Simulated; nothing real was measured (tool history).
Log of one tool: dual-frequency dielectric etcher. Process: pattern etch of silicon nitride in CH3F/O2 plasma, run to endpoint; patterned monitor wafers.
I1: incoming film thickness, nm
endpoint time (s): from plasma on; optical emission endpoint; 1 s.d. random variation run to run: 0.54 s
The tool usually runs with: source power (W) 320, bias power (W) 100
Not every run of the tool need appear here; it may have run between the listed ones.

run 1 day=0 | source_power_(W)=320 bias_power_(W)=100 | I1=74.9 | endpoint_time_(s)=88.2
run 2 day=0.308 | source_power_(W)=320 bias_power_(W)=100 | I1=76.1 | endpoint_time_(s)=89.6
run 3 day=0.762 | source_power_(W)=320 bias_power_(W)=100 | I1=74.9 | endpoint_time_(s)=89.3
run 4 day=1.142 | source_power_(W)=360 bias_power_(W)=100 | I1=75.5 | endpoint_time_(s)=86.6
run 5 day=1.875 | source_power_(W)=360 bias_power_(W)=100 | I1=76.3 | endpoint_time_(s)=85.7
run 6 day=2.425 | source_power_(W)=360 bias_power_(W)=100 | I1=75.5 | endpoint_time_(s)=85.3
run 7 day=2.942 | source_power_(W)=340 bias_power_(W)=100 | I1=75.4 | endpoint_time_(s)=87.1
-- day=4.225 wet clean of the chamber
-- day=4.425 upper electrode replaced
run 8 day=4.446 | source_power_(W)=340 bias_power_(W)=100 | I1=75 | endpoint_time_(s)=86.2
run 9 day=4.462 | source_power_(W)=340 bias_power_(W)=100 | I1=75.5 | endpoint_time_(s)=86.6
run 10 day=5.496 | source_power_(W)=350 bias_power_(W)=100 | I1=75.4 | endpoint_time_(s)=86.1
-- day=5.842 source power generator calibrated
run 11 day=6.108 | source_power_(W)=350 bias_power_(W)=100 | I1=76.3 | endpoint_time_(s)=86.6
run 12 day=6.533 | source_power_(W)=320 bias_power_(W)=100 | I1=75.8 | endpoint_time_(s)=89
run 13 day=6.85 | source_power_(W)=240 bias_power_(W)=100 | I1=76 | endpoint_time_(s)=99.2
run 14 day=7.117 | source_power_(W)=250 bias_power_(W)=76 | I1=75.3 | endpoint_time_(s)=113.6
run 15 day=7.596 | source_power_(W)=320 bias_power_(W)=100 | I1=75.8 | endpoint_time_(s)=88.5
run 16 day=8.25 | source_power_(W)=270 bias_power_(W)=79 | I1=76 | endpoint_time_(s)=108.8
-- day=9.021 bias power generator calibrated
run 17 day=9.042 | source_power_(W)=360 bias_power_(W)=81 | I1=75.8 | endpoint_time_(s)=95.2
run 18 day=9.475 | source_power_(W)=360 bias_power_(W)=100 | I1=75.1 | endpoint_time_(s)=84.8
run 19 day=10.188 | source_power_(W)=380 bias_power_(W)=100 | I1=75.6 | endpoint_time_(s)=84.2
run 20 day=10.75 | source_power_(W)=380 bias_power_(W)=100 | I1=75.6 | endpoint_time_(s)=83
run 21 day=11.196 | source_power_(W)=360 bias_power_(W)=112 | I1=75.5 | endpoint_time_(s)=79.9
run 22 day=11.633 | source_power_(W)=350 bias_power_(W)=91 | I1=75.3 | endpoint_time_(s)=91
run 23 day=12.021 | source_power_(W)=320 bias_power_(W)=100 | I1=75.5 | endpoint_time_(s)=89.8

Here are 5 independent what-if runs from the current tool condition. What would each one return?
run A day=12.042 | source_power_(W)=320 bias_power_(W)=100 | I1=75.8 | endpoint_time_(s)=?
run B day=12.042 | source_power_(W)=270 bias_power_(W)=93 | I1=75.8 | endpoint_time_(s)=?
run C day=12.042 | source_power_(W)=360 bias_power_(W)=85 | I1=75.8 | endpoint_time_(s)=?
run D day=12.042 | source_power_(W)=320 bias_power_(W)=120 | I1=75.8 | endpoint_time_(s)=?
run E day=12.042 | source_power_(W)=260 bias_power_(W)=111 | I1=75.8 | endpoint_time_(s)=?

run=A endpoint_time_(s)=89.7
run=B endpoint_time_(s)=99
run=C endpoint_time_(s)=94
run=D endpoint_time_(s)=81.3
run=E endpoint_time_(s)=91.1
With no hidden state in the tool, these same runs would have given:
run=A endpoint_time_(s)=89.7
run=B endpoint_time_(s)=99
run=C endpoint_time_(s)=94
run=D endpoint_time_(s)=81.3
run=E endpoint_time_(s)=91.1

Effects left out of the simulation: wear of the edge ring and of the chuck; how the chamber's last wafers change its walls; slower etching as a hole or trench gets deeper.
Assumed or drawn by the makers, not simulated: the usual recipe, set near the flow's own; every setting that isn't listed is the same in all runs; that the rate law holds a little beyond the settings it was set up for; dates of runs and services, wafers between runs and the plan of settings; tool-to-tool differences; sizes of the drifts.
